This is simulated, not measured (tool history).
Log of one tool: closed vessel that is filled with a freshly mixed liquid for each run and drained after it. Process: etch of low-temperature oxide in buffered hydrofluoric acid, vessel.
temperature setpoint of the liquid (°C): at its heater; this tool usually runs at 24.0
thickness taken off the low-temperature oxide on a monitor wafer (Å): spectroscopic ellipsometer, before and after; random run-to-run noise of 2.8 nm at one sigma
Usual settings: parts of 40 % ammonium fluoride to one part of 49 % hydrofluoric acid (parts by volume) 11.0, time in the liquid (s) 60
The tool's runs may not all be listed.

run,hour,temperature setpoint of the liquid (°C),parts of 40 % ammonium fluoride to one part of 49 % hydrofluoric acid (parts by volume),time in the liquid (s),"read-back film thickness of the low-temperature oxide reference wafer, read on the same gauge (nm)",thickness taken off the low-temperature oxide on a monitor wafer (Å)
1,0.0,27.5,11.0,80,79.98,5066.7
2,67.1,27.5,11.0,80,80.00,5059.1
3,92.1,27.5,11.0,80,80.00,5088.1
4,161.9,24.0,11.0,60,80.00,3102.8
5,222.1,24.0,11.0,60,79.98,3150.0
6,281.7,24.0,11.0,60,79.99,3182.6
7,346.3,24.0,11.0,60,80.01,3161.9
8,402.0,24.0,11.0,60,79.98,3146.8
# hour 415.6: thermometer replaced
9,574.9,24.0,11.0,60,80.01,3412.2
# hour 608.6: thermometer replaced, repeated, since the last time left the tool worse
10,638.1,21.5,11.0,60,80.00,2540.0
11,677.4,26.0,12.0,60,80.00,3029.0
12,738.3,26.0,12.0,60,80.00,2987.3
# hour 764.4: hydrofluoric acid flow meter replaced
13,788.0,24.0,8.5,45,80.01,2735.5
14,833.6,26.0,12.5,85,80.00,4137.8
# hour 867.3: gauge calibrated
15,900.5,19.5,15.0,30,80.00,851.5
16,965.8,22.5,11.0,60,80.00,2761.9
17,1001.6,21.5,13.0,45,80.01,1625.3
18,1044.5,19.5,13.5,80,79.98,2513.9
19,1081.4,28.0,14.0,85,80.00,4116.5
20,1117.6,26.0,7.0,75,80.00,6280.0
21,1154.8,24.0,14.0,60,79.99,2372.8
22,1180.1,24.0,11.0,60,79.99,3000.5
23,1228.3,24.0,11.0,60,80.00,2962.3
24,1269.9,22.5,7.5,75,79.98,5041.5

Forecast each of these 5 alternatives for the next run:
A,1270.6,24.0,11.0,60,?,?
B,1270.6,25.5,11.0,45,?,?
C,1270.6,27.5,9.5,95,?,?
D,1270.6,28.0,11.0,95,?,?
E,1270.6,25.5,12.5,70,?,?

run,"read-back film thickness of the low-temperature oxide reference wafer, read on the same gauge (nm)",thickness taken off the low-temperature oxide on a monitor wafer (Å)
A,79.99,2995.1
B,79.99,2435.9
C,79.99,6483.6
D,79.99,5875.7
E,79.99,3344.6
Without the tool's unlogged condition, the same runs would have read:
run,thickness taken off the low-temperature oxide on a monitor wafer (Å)
A,2876.9
B,2340.7
C,6233.6
D,5649.6
E,3213.8
